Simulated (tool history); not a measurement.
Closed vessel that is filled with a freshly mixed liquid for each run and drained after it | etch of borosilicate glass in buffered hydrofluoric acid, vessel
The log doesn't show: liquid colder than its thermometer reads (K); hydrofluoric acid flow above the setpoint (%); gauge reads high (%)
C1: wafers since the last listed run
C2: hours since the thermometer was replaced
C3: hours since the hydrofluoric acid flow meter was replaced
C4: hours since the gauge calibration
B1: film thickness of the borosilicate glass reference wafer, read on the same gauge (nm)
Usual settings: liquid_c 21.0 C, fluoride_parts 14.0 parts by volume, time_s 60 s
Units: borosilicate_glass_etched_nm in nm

run 1 hour=0.0 | liquid_c=21.0 fluoride_parts=14.0 time_s=60 | C1=0 C2=1243.8 C3=1214.9 C4=36.7 | B1=70.00 | borosilicate_glass_etched_nm=48.83
run 2 hour=16.6 | liquid_c=21.0 fluoride_parts=14.0 time_s=60 | C1=1416 C2=1260.4 C3=1231.5 C4=53.3 | B1=69.97 | borosilicate_glass_etched_nm=48.75
run 3 hour=26.3 | liquid_c=21.0 fluoride_parts=14.0 time_s=60 | C1=827 C2=1270.1 C3=1241.2 C4=63.0 | B1=70.00 | borosilicate_glass_etched_nm=49.03
run 4 hour=33.9 | liquid_c=21.0 fluoride_parts=14.0 time_s=60 | C1=648 C2=1277.7 C3=1248.8 C4=70.6 | B1=70.00 | borosilicate_glass_etched_nm=48.57
run 5 hour=50.8 | liquid_c=21.0 fluoride_parts=14.0 time_s=60 | C1=1441 C2=1294.6 C3=1265.7 C4=87.5 | B1=69.97 | borosilicate_glass_etched_nm=48.91
run 6 hour=65.7 | liquid_c=21.0 fluoride_parts=14.0 time_s=60 | C1=1271 C2=1309.5 C3=1280.6 C4=102.4 | B1=70.00 | borosilicate_glass_etched_nm=48.73
run 7 hour=82.4 | liquid_c=21.0 fluoride_parts=14.0 time_s=60 | C1=1424 C2=1326.2 C3=1297.3 C4=119.1 | B1=70.00 | borosilicate_glass_etched_nm=48.63
run 8 hour=96.6 | liquid_c=21.0 fluoride_parts=14.0 time_s=60 | C1=1211 C2=1340.4 C3=1311.5 C4=133.3 | B1=70.00 | borosilicate_glass_etched_nm=48.94
run 9 hour=107.8 | liquid_c=21.0 fluoride_parts=14.0 time_s=60 | C1=955 C2=1351.6 C3=1322.7 C4=144.5 | B1=69.98 | borosilicate_glass_etched_nm=48.92
run 10 hour=119.3 | liquid_c=21.0 fluoride_parts=14.0 time_s=60 | C1=980 C2=1363.1 C3=1334.2 C4=156.0 | B1=70.01 | borosilicate_glass_etched_nm=48.84
run 11 hour=173.0 | liquid_c=21.0 fluoride_parts=14.0 time_s=60 | C1=4580 C2=1416.8 C3=1387.9 C4=209.7 | B1=70.02 | borosilicate_glass_etched_nm=48.66
run 12 hour=180.5 | liquid_c=21.0 fluoride_parts=14.0 time_s=60 | C1=639 C2=1424.3 C3=1395.4 C4=217.2 | B1=70.00 | borosilicate_glass_etched_nm=48.44
run 13 hour=187.9 | liquid_c=21.0 fluoride_parts=14.0 time_s=60 | C1=631 C2=1431.7 C3=1402.8 C4=224.6 | B1=69.95 | borosilicate_glass_etched_nm=49.12
run 14 hour=195.8 | liquid_c=17.0 fluoride_parts=14.0 time_s=60 | C1=673 C2=1439.6 C3=1410.7 C4=232.5 | B1=70.02 | borosilicate_glass_etched_nm=39.09
-- hour=199.1 gauge calibrated
-- hour=240.7 thermometer replaced
run 15 hour=246.8 | liquid_c=17.5 fluoride_parts=14.0 time_s=60 | C1=4265 C2=6.1 C3=1461.7 C4=47.7 | B1=70.04 | borosilicate_glass_etched_nm=40.33
run 16 hour=258.4 | liquid_c=21.0 fluoride_parts=10.5 time_s=30 | C1=989 C2=17.7 C3=1473.3 C4=59.3 | B1=69.98 | borosilicate_glass_etched_nm=32.50
run 17 hour=267.1 | liquid_c=21.0 fluoride_parts=14.0 time_s=40 | C1=742 C2=26.4 C3=1482.0 C4=68.0 | B1=70.02 | borosilicate_glass_etched_nm=32.57
-- hour=281.0 hydrofluoric acid flow meter replaced
run 18 hour=283.1 | liquid_c=19.0 fluoride_parts=12.5 time_s=60 | C1=1279 C2=42.4 C3=2.1 C4=84.0 | B1=70.03 | borosilicate_glass_etched_nm=49.14
run 19 hour=297.9 | liquid_c=21.0 fluoride_parts=14.0 time_s=60 | C1=1262 C2=57.2 C3=16.9 C4=98.8 | B1=70.02 | borosilicate_glass_etched_nm=48.87
run 20 hour=310.3 | liquid_c=21.0 fluoride_parts=14.0 time_s=60 | C1=1057 C2=69.6 C3=29.3 C4=111.2 | B1=70.00 | borosilicate_glass_etched_nm=48.83
run 21 hour=328.3 | liquid_c=23.5 fluoride_parts=14.0 time_s=85 | C1=1535 C2=87.6 C3=47.3 C4=129.2 | B1=70.00 | borosilicate_glass_etched_nm=79.49
run 22 hour=341.9 | liquid_c=21.0 fluoride_parts=14.0 time_s=60 | C1=1160 C2=101.2 C3=60.9 C4=142.8 | B1=70.00 | borosilicate_glass_etched_nm=49.16
run 23 hour=354.9 | liquid_c=21.0 fluoride_parts=14.0 time_s=60 | C1=1108 C2=114.2 C3=73.9 C4=155.8 | B1=70.03 | borosilicate_glass_etched_nm=48.95
run 24 hour=361.6 | liquid_c=21.0 fluoride_parts=14.0 time_s=60 | C1=571 C2=120.9 C3=80.6 C4=162.5 | B1=69.97 | borosilicate_glass_etched_nm=48.91
run 25 hour=374.0 | liquid_c=17.0 fluoride_parts=10.0 time_s=45 | C1=1057 C2=133.3 C3=93.0 C4=174.9 | B1=70.00 | borosilicate_glass_etched_nm=40.98
run 26 hour=385.1 | liquid_c=19.0 fluoride_parts=14.0 time_s=60 | C1=946 C2=144.4 C3=104.1 C4=186.0 | B1=70.05 | borosilicate_glass_etched_nm=43.92

Forecast each of these 5 alternatives for the next run:
run A hour=385.8 | liquid_c=21.0 fluoride_parts=14.0 time_s=60 | C1=59 C2=145.1 C3=104.8 C4=186.7 | B1=? | borosilicate_glass_etched_nm=?
run B hour=385.8 | liquid_c=22.5 fluoride_parts=18.5 time_s=60 | C1=59 C2=145.1 C3=104.8 C4=186.7 | B1=? | borosilicate_glass_etched_nm=?
run C hour=385.8 | liquid_c=17.5 fluoride_parts=12.5 time_s=85 | C1=59 C2=145.1 C3=104.8 C4=186.7 | B1=? | borosilicate_glass_etched_nm=?
run D hour=385.8 | liquid_c=18.0 fluoride_parts=12.5 time_s=75 | C1=59 C2=145.1 C3=104.8 C4=186.7 | B1=? | borosilicate_glass_etched_nm=?
run E hour=385.8 | liquid_c=25.5 fluoride_parts=14.0 time_s=60 | C1=59 C2=145.1 C3=104.8 C4=186.7 | B1=? | borosilicate_glass_etched_nm=?

run=A B1=70.01 borosilicate_glass_etched_nm=48.81
run=B B1=70.01 borosilicate_glass_etched_nm=40.17
run=C B1=70.01 borosilicate_glass_etched_nm=63.79
run=D B1=70.01 borosilicate_glass_etched_nm=57.87
run=E B1=70.01 borosilicate_glass_etched_nm=62.20
Without the tool's hidden state the same runs would have given:
run=A borosilicate_glass_etched_nm=48.81
run=B borosilicate_glass_etched_nm=40.17
run=C borosilicate_glass_etched_nm=63.79
run=D borosilicate_glass_etched_nm=57.87
run=E borosilicate_glass_etched_nm=62.20
